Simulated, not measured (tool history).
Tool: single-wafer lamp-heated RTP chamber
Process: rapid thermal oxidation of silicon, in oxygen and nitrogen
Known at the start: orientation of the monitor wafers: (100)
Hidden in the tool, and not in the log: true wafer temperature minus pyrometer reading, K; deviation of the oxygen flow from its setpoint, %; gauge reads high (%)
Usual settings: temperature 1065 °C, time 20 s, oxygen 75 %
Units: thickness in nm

run	day	temperature	time	oxygen	wafers since the last listed run	wafers since the last pyrometer calibration	hours since the oxygen flow controller was replaced	hours since the gauge calibration	read-back reference wafer on the same gauge, thickness	thickness
1	0	1065	26	75	0	1357	3944	629.2	3.841	5.419
2	2.792	1065	20	75	405	1763	4011	696.2	3.84	4.868
3	4.129	1065	20	75	194	1957	4043.1	728.3	3.84	4.866
4	5.929	1065	20	75	261	2218	4086.3	771.5	3.838	4.853
5	7.788	1065	20	75	269	2488	4130.9	816.1	3.839	4.859
6	10.404	1065	20	75	380	2868	4193.7	878.9	3.838	4.869
7	13.346	1065	20	75	427	3296	4264.3	949.5	3.838	4.868
8	16.071	1065	20	75	395	3691	4329.7	1014.9	3.839	4.885
9	18.217	1042	20	75	311	4003	4381.2	1066.4	3.844	4.23
10	19.342	1042	20	75	163	4166	4408.2	1093.4	3.838	4.227
11	20.754	1042	20	75	205	4372	4442.1	1127.3	3.841	4.255
12	22.288	1065	20	88	222	4594	4478.9	1164.1	3.839	5.188
13	24.038	1076	20	75	254	4849	4520.9	1206.1	3.839	5.295
14	26.896	1065	25	53	415	5264	4589.5	1274.7	3.84	4.839
15	28.354	1065	26	75	211	5476	4624.5	1309.7	3.841	5.527
16	29.883	1065	28	75	222	5698	4661.2	1346.4	3.843	5.714
17	32.412	1038	28	86	367	6065	4721.9	1407.1	3.84	5.015
18	33.925	1065	12	48	219	6285	4758.2	1443.4	3.843	3.527
# day 34.375: pyrometer window cleaned and pyrometer calibrated
19	36.579	1036	11	75	337	320	4821.9	1507.1	3.84	3.205
# day 37.15: gauge calibrated
20	39.229	1038	20	75	384	705	4885.5	49.9	3.839	4.049
21	41.383	1093	28	75	312	1018	4937.2	101.6	3.84	6.656
# day 43.912: oxygen flow controller replaced
22	44.117	1065	20	92	348	1366	4.9	167.2	3.838	5.206
23	45.358	1065	20	75	180	1547	34.7	197	3.84	4.867
24	47.738	1065	15	75	345	1892	91.8	254.1	3.837	4.341
25	53.196	1051	20	75	792	2685	222.8	385.1	3.84	4.452
26	54.538	1065	10	75	194	2880	255	417.3	3.84	3.73
27	55.954	1065	20	75	205	3086	289	451.3	3.838	4.891

Forecast each of these 5 alternatives for the next run:
A	55.975	1065	12	75	3	3089	289.5	451.8	?	?
B	55.975	1082	15	65	3	3089	289.5	451.8	?	?
C	55.975	1094	25	91	3	3089	289.5	451.8	?	?
D	55.975	1037	23	75	3	3089	289.5	451.8	?	?
E	55.975	1078	16	84	3	3089	289.5	451.8	?	?

run	read-back reference wafer on the same gauge, thickness	thickness
A	3.843	3.994
B	3.843	4.62
C	3.843	6.914
D	3.843	4.293
E	3.843	5.049
Without the tool's hidden state the same runs would have given:
run	thickness
A	3.901
B	4.513
C	6.754
D	4.189
E	4.93
